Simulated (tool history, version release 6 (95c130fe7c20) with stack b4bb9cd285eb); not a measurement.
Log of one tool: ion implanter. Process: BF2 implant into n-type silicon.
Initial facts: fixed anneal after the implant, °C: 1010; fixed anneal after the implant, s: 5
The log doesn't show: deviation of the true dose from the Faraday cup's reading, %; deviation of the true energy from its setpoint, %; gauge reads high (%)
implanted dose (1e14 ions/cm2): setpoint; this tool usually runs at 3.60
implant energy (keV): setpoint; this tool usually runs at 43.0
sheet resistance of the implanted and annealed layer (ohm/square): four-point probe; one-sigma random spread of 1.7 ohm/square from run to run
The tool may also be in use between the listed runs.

run	hour	implanted dose (1e14 ions/cm2)	implant energy (keV)	wafers since the last listed run	hours since the last dose calibration	hours since the extraction supply was calibrated	hours since the gauge calibration	read-back reference wafer on the same gauge, sheet resistance	sheet resistance of the implanted and annealed layer (ohm/square)
1	0.0	3.60	40.0	0	2442.0	5432.5	78.4	372.97	326.80
2	7.6	3.60	40.0	163	2449.6	5440.1	86.0	373.06	324.00
3	21.2	3.60	43.0	291	2463.2	5453.7	99.6	372.85	324.14
4	31.0	3.60	43.0	210	2473.0	5463.5	109.4	372.96	324.98
5	47.4	3.60	43.0	351	2489.4	5479.9	125.8	372.87	322.86
6	64.2	3.60	43.0	360	2506.2	5496.7	142.6	373.22	322.36
7	79.4	3.60	43.0	326	2521.4	5511.9	157.8	373.08	325.16
8	87.7	3.60	43.0	178	2529.7	5520.2	166.1	373.19	323.45
# hour 98.3: extraction supply calibrated
# hour 102.6: Faraday cup replaced and dose calibrated
9	104.6	3.60	43.0	97	2.0	6.3	183.0	372.83	321.33
10	112.6	3.60	43.0	171	10.0	14.3	191.0	373.50	319.07
11	129.1	3.60	43.0	354	26.5	30.8	207.5	373.10	322.76
12	146.7	3.60	43.0	377	44.1	48.4	225.1	372.75	323.09
13	154.6	4.48	52.5	169	52.0	56.3	233.0	373.15	259.60
14	166.7	3.60	43.0	259	64.1	68.4	245.1	373.12	320.50
15	178.4	3.60	43.0	251	75.8	80.1	256.8	372.99	323.25
16	189.0	4.57	55.0	227	86.4	90.7	267.4	372.82	252.26
# hour 191.0: gauge calibrated
17	205.6	2.73	48.5	356	103.0	107.3	14.6	373.14	406.50
18	223.4	3.60	43.0	381	120.8	125.1	32.4	373.17	323.12
19	231.8	4.28	48.5	180	129.2	133.5	40.8	372.87	270.47
20	238.3	4.27	54.0	139	135.7	140.0	47.3	373.55	269.94
21	255.6	3.60	43.0	371	153.0	157.3	64.6	372.60	323.14
22	268.7	3.60	54.0	281	166.1	170.4	77.7	372.98	313.50
23	279.7	2.81	43.0	236	177.1	181.4	88.7	373.26	399.45
24	286.2	3.60	51.0	139	183.6	187.9	95.2	372.99	316.41

Consider 5 possible next runs. They are alternatives, not a sequence: every one starts from the tool as it was left by run 24. What does each give?
A	286.6	3.60	30.5	8	184.0	188.3	95.6	?	?
B	286.6	2.68	55.5	8	184.0	188.3	95.6	?	?
C	286.6	4.18	43.0	8	184.0	188.3	95.6	?	?
D	286.6	4.59	43.0	8	184.0	188.3	95.6	?	?
E	286.6	2.54	32.0	8	184.0	188.3	95.6	?	?

run	read-back reference wafer on the same gauge, sheet resistance	sheet resistance of the implanted and annealed layer (ohm/square)
A	372.81	333.20
B	372.81	404.71
C	372.81	281.31
D	372.81	258.55
E	372.81	448.37
Take away the tool's hidden state, keep each run's random variation, and the runs would have read:
run	sheet resistance of the implanted and annealed layer (ohm/square)
A	333.20
B	404.71
C	281.31
D	258.55
E	448.37
